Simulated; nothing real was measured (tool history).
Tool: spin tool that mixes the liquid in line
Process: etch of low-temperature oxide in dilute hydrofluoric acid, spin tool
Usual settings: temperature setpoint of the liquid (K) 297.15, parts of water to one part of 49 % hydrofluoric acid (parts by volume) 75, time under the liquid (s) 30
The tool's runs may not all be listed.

run,hour,temperature setpoint of the liquid (K),parts of water to one part of 49 % hydrofluoric acid (parts by volume),time under the liquid (s),"read-back film thickness of the low-temperature oxide reference wafer, read on the same gauge (nm)",thickness taken off the low-temperature oxide on a monitor wafer (nm)
1,0,297.15,75,30,130,12.85
2,17.1,297.15,75,30,129.98,12.83
3,53.9,297.15,75,30,130.02,13
4,70.1,297.15,105,30,129.98,8.92
5,84.4,297.15,105,30,130,8.96
6,99.9,297.15,85,30,130.01,11.31
7,108.4,297.15,85,30,129.96,11.34
8,121,297.15,90,30,130.03,10.74
9,132.5,297.15,90,30,129.98,10.56
10,141.6,297.15,90,30,130.03,10.66
11,155,297.15,75,30,130,13.01
# hour 169.7: gauge calibrated
# hour 174.8: thermometer replaced
12,179.6,297.15,75,30,130,14.03
13,195.2,301.15,60,30,130.02,21.07
14,205.4,297.15,105,30,129.98,9.78
15,220.6,294.65,75,40,130.02,16.95
16,230.8,295.15,45,30,130.01,22.23
# hour 237.4: hydrofluoric acid flow meter replaced
17,244.1,299.65,115,45,129.96,12.72
18,260,292.65,75,15,129.99,5.19
19,269.2,297.15,75,30,130.01,12.44
20,279.2,297.15,100,30,130.02,9.1
21,294.6,298.65,75,15,130,6.6
22,310,292.65,110,45,130.01,10.27

Forecast each of these 4 alternatives for the next run:
A,310.4,297.15,45,30,?,?
B,310.4,294.15,100,30,?,?
C,310.4,295.15,75,30,?,?
D,310.4,298.65,45,30,?,?

run,"read-back film thickness of the low-temperature oxide reference wafer, read on the same gauge (nm)",thickness taken off the low-temperature oxide on a monitor wafer (nm)
A,129.98,21.63
B,129.98,8.05
C,129.98,11.51
D,129.98,23.01
Without the tool's hidden state the same runs would have given:
run,thickness taken off the low-temperature oxide on a monitor wafer (nm)
A,21.94
B,8.16
C,11.67
D,23.33
